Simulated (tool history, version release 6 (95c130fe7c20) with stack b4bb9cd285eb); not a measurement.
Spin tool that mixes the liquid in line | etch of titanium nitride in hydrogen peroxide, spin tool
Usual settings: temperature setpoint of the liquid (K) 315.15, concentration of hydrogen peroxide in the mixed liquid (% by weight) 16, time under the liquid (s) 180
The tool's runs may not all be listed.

run	day	temperature setpoint of the liquid (K)	concentration of hydrogen peroxide in the mixed liquid (% by weight)	time under the liquid (s)	read-back film thickness of the titanium nitride reference wafer, read on the same gauge (nm)	thickness taken off the titanium nitride on a monitor wafer (angstrom)
1	0	315.15	16	180	89.949	16.42
2	2.267	315.15	16	180	90.018	16.23
3	4.188	315.15	16	180	89.971	16.12
# day 5.467: heated supply line repaired
4	6.321	315.15	16	180	89.979	18.98
5	8.942	315.15	16	180	90.005	18.77
# day 9.638: peroxide flow meter replaced
6	10.675	312.15	16	180	89.986	14.9
7	13.462	310.15	12	140	89.969	9.18
8	15.479	311.15	19.5	180	90.02	13.9
9	17.604	315.15	18.5	290	89.947	30.66
10	19.033	315.15	12.5	115	89.969	11.16
# day 21.946: gauge calibrated
# day 23.075: new drum of peroxide connected
11	23.096	315.15	16	180	89.958	18.38
12	25.95	310.15	12	180	89.981	11.46
# day 26.179: thermometer replaced
13	28.4	321.15	16	150	89.949	28.63
14	31.367	315.15	16	180	89.976	21.35
15	36.125	320.65	14.5	235	89.944	40.93
16	38.429	309.65	19	260	90.055	20.53
17	39.679	315.15	16	180	89.95	21.12
18	41.925	310.15	19.5	180	89.995	14.7
19	44.283	315.15	16	180	89.975	20.92
20	46.254	323.65	16	75	89.976	16.32
21	47.779	315.15	16	180	89.948	19.95
22	49.217	305.15	19	180	90	9.56
23	51.471	320.15	16	180	90.008	29.18
24	53.604	315.15	16	180	89.974	20.36

Forecast each of these 5 alternatives for the next run:
A	53.625	315.15	16	110	?	?
B	53.625	305.65	18	250	?	?
C	53.625	319.65	16	110	?	?
D	53.625	306.15	12.5	95	?	?
E	53.625	321.15	13.5	245	?	?

run	read-back film thickness of the titanium nitride reference wafer, read on the same gauge (nm)	thickness taken off the titanium nitride on a monitor wafer (angstrom)
A	90.007	12.19
B	90.007	13.39
C	90.007	17.13
D	90.007	4.91
E	90.007	41.16
Without the tool's hidden state the same runs would have given:
run	thickness taken off the titanium nitride on a monitor wafer (angstrom)
A	13.83
B	15.31
C	19.37
D	5.61
E	46.47
